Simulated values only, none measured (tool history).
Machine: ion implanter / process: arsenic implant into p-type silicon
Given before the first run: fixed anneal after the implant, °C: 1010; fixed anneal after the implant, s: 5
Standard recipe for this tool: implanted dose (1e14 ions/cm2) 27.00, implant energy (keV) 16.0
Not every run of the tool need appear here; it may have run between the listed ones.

run     day  implanted dose (1e14 ions/cm2)  implant energy (keV)  wafers since the last listed run  hours since the last dose calibration  hours since the extraction supply was calibrated  hours since the gauge calibration  read-back reference wafer on the same gauge, sheet resistance  sheet resistance of the implanted and annealed layer (ohm/square)
  1   0.000                           24.70                  19.5                                 0                                  247.2                                            4298.5                              922.9                                                          97.02                                                             107.48
  2   2.658                           24.70                  19.5                               785                                  311.0                                            4362.3                              986.7                                                          96.98                                                             107.35
  3   4.183                           24.70                  19.5                               450                                  347.6                                            4398.9                             1023.3                                                          96.99                                                             107.06
  4   7.146                           20.69                  11.5                               875                                  418.7                                            4470.0                             1094.4                                                          96.94                                                             134.24
  5   8.738                           20.69                  11.5                               470                                  456.9                                            4508.2                             1132.6                                                          97.03                                                             134.18
  6  11.650                           20.69                  11.5                               860                                  526.8                                            4578.1                             1202.5                                                          97.02                                                             134.24
  7  14.638                           22.58                  16.0                               882                                  598.5                                            4649.8                             1274.2                                                          97.02                                                             118.15
     16.512  -- Faraday cup replaced and dose calibrated
  8  17.262                           22.58                  16.0                               676                                   18.0                                            4712.8                             1337.2                                                          96.97                                                             117.67
  9  19.292                           27.00                  16.0                               599                                   66.7                                            4761.5                             1385.9                                                          97.02                                                             116.04
 10  21.871                           27.00                  16.0                               761                                  128.6                                            4823.4                             1447.8                                                          97.02                                                             115.82
 11  24.150                           22.25                  17.0                               673                                  183.3                                            4878.1                             1502.5                                                          96.98                                                             115.31
 12  25.942                           22.25                  17.0                               529                                  226.3                                            4921.1                             1545.5                                                          97.00                                                             115.11
 13  27.004                           27.00                  16.0                               313                                  251.8                                            4946.6                             1571.0                                                          97.00                                                             116.25
 14  29.221                           27.00                  16.0                               654                                  305.0                                            4999.8                             1624.2                                                          97.01                                                             115.97
 15  32.029                           27.00                  16.0                               829                                  372.4                                            5067.2                             1691.6                                                          97.02                                                             115.93
 16  33.388                           27.00                  16.0                               401                                  405.0                                            5099.8                             1724.2                                                          96.94                                                             115.94
 17  35.942                           27.00                  16.0                               754                                  466.3                                            5161.1                             1785.5                                                          97.00                                                             116.32
 18  37.325                           24.31                  16.0                               408                                  499.5                                            5194.3                             1818.7                                                          97.03                                                             117.62
     38.792  -- Faraday cup replaced and dose calibrated
     44.750  -- extraction supply calibrated
 19  44.771                           21.46                  13.5                              2002                                  143.5                                               0.5                             1997.4                                                          96.98                                                             126.70
 20  45.754                           20.95                  19.0                               290                                  167.1                                              24.1                             2021.0                                                          97.05                                                             110.24
     47.029  -- gauge calibrated
 21  47.058                           23.82                  10.5                               385                                  198.4                                              55.4                                0.7                                                          96.97                                                             135.41
 22  48.262                           23.26                  21.5                               355                                  227.3                                              84.3                               29.6                                                          97.07                                                             102.68
 23  50.842                           27.00                  16.0                               761                                  289.2                                             146.2                               91.5                                                          96.98                                                             116.47
 24  52.917                           27.00                  16.0                               612                                  339.0                                             196.0                              141.3                                                          97.00                                                             115.88
 25  54.633                           22.21                  16.0                               507                                  380.2                                             237.2                              182.5                                                          96.99                                                             118.41
 26  56.783                           29.97                  11.5                               635                                  431.8                                             288.8                              234.1                                                          97.02                                                             129.07
 27  58.267                           27.00                  14.5                               438                                  467.4                                             324.4                              269.7                                                          97.01                                                             120.66
 28  59.725                           24.27                  20.5                               430                                  502.4                                             359.4                              304.7                                                          96.99                                                             104.97
 29  62.421                           30.76                  13.5                               796                                  567.1                                             424.1                              369.4                                                          96.98                                                             122.15
 30  63.479                           27.00                  18.0                               312                                  592.5                                             449.5                              394.8                                                          97.03                                                             110.73

Run 31 comes next. What will it give?
     64.625  -- Faraday cup replaced and dose calibrated
 31  64.646                           22.57                  12.5                               246                                    0.5                                             477.5                              422.8                                                              ?                                                                  ?

{"run 31": {"read-back reference wafer on the same gauge, sheet resistance": 97.05, "sheet resistance of the implanted and annealed layer (ohm/square)": 129.16}}
The same run, on a tool lacking any hidden state, would have yielded sheet resistance of the implanted and annealed layer (ohm/square) 129.08.

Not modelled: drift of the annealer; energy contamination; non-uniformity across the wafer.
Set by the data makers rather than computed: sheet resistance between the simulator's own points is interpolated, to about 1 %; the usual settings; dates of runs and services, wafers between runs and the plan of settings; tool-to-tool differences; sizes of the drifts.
